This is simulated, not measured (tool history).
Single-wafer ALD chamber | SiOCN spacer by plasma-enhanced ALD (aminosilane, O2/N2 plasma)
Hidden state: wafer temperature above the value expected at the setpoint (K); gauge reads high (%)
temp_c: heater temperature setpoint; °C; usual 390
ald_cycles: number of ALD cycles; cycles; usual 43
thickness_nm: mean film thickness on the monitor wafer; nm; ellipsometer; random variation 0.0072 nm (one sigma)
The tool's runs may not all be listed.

run	hour	temp_c	ald_cycles	wafers since the last listed run	hours since the last thermocouple change	hours since the gauge calibration	read-back reference wafer on the same gauge, thickness_nm	thickness_nm
1	0	390	43	0	908.2	979.5	3.358	2.86
2	60.3	390	43	378	968.5	1039.8	3.361	2.859
3	149	390	43	556	1057.2	1128.5	3.359	2.871
4	204	390	43	345	1112.2	1183.5	3.358	2.868
5	241.4	390	43	234	1149.6	1220.9	3.361	2.858
6	309	390	43	424	1217.2	1288.5	3.357	2.871
# hour 332.1: thermocouple changed; heater temperature recalibrated
7	391.8	387	39	469	59.7	1371.3	3.359	2.592
8	498	387	39	666	165.9	1477.5	3.361	2.595
9	577.1	400	45	496	245	1556.6	3.36	2.997
10	896.1	400	45	2001	564	1875.6	3.36	2.987
11	934.2	400	45	239	602.1	1913.7	3.359	2.999
12	1159.7	390	43	1415	827.6	2139.2	3.359	2.858
13	1196.4	390	43	230	864.3	2175.9	3.36	2.858
14	1286.7	390	43	566	954.6	2266.2	3.362	2.872
# hour 1379.9: thermocouple changed; heater temperature recalibrated
15	1385.3	390	43	568	5.4	2364.8	3.362	2.866
16	1439.9	390	43	342	60	2419.4	3.359	2.859
17	1492	390	46	326	112.1	2471.5	3.356	3.049
18	1529.6	390	46	235	149.7	2509.1	3.358	3.074
19	1619.2	390	46	562	239.3	2598.7	3.358	3.074
20	1723.9	390	43	657	344	2703.4	3.36	2.86
21	1765	385	43	257	385.1	2744.5	3.355	2.873
22	1804.5	385	43	247	424.6	2784	3.361	2.866
23	1856	398	48	323	476.1	2835.5	3.361	3.191
24	1904.9	390	43	306	525	2884.4	3.359	2.864
25	1954.7	390	43	312	574.8	2934.2	3.364	2.866
26	2056.1	390	43	636	676.2	3035.6	3.361	2.865
27	2142.7	384	48	543	762.8	3122.2	3.357	3.191
28	2248.2	390	43	662	868.3	3227.7	3.362	2.859
# hour 2339: gauge calibrated
29	2352.5	390	49	654	972.6	13.5	3.357	3.269
30	2444.6	404	51	577	1064.7	105.6	3.361	3.365
31	2533.1	403	46	555	1153.2	194.1	3.359	3.027
32	2582.4	390	35	309	1202.5	243.4	3.359	2.325
# hour 2626.5: thermocouple changed; heater temperature recalibrated
33	2680	383	43	562	53.5	341	3.361	2.863
34	2834.8	385	38	971	208.3	495.8	3.36	2.53
35	2940	397	46	660	313.5	601	3.361	3.065
36	2976.9	396	40	231	350.4	637.9	3.359	2.662
37	3035.4	401	51	367	408.9	696.4	3.36	3.376
38	3118.7	401	49	522	492.2	779.7	3.36	3.252
39	3217.9	390	48	622	591.4	878.9	3.363	3.203
40	3516.9	390	45	1876	890.4	1177.9	3.362	2.998
41	3621	390	43	653	994.5	1282	3.358	2.864
42	3717.6	382	48	606	1091.1	1378.6	3.357	3.197
43	3764.9	380	37	296	1138.4	1425.9	3.363	2.46
# hour 3814.3: thermocouple changed; heater temperature recalibrated
44	3856.3	403	37	523	42	1517.3	3.361	2.442

How the hidden state differs across the entries between the runs, from the last listed run before each to the first after it:
Between runs 6 and 7: thermocouple changed; heater temperature recalibrated (hour 332.1)
  no hidden state differs between the two runs
Between runs 14 and 15: thermocouple changed; heater temperature recalibrated (hour 1379.9)
  no hidden state differs between the two runs
Between runs 28 and 29: gauge calibrated (hour 2339)
  no hidden state differs between the two runs
Between runs 32 and 33: thermocouple changed; heater temperature recalibrated (hour 2626.5)
  no hidden state differs between the two runs
Between runs 43 and 44: thermocouple changed; heater temperature recalibrated (hour 3814.3)
  no hidden state differs between the two runs
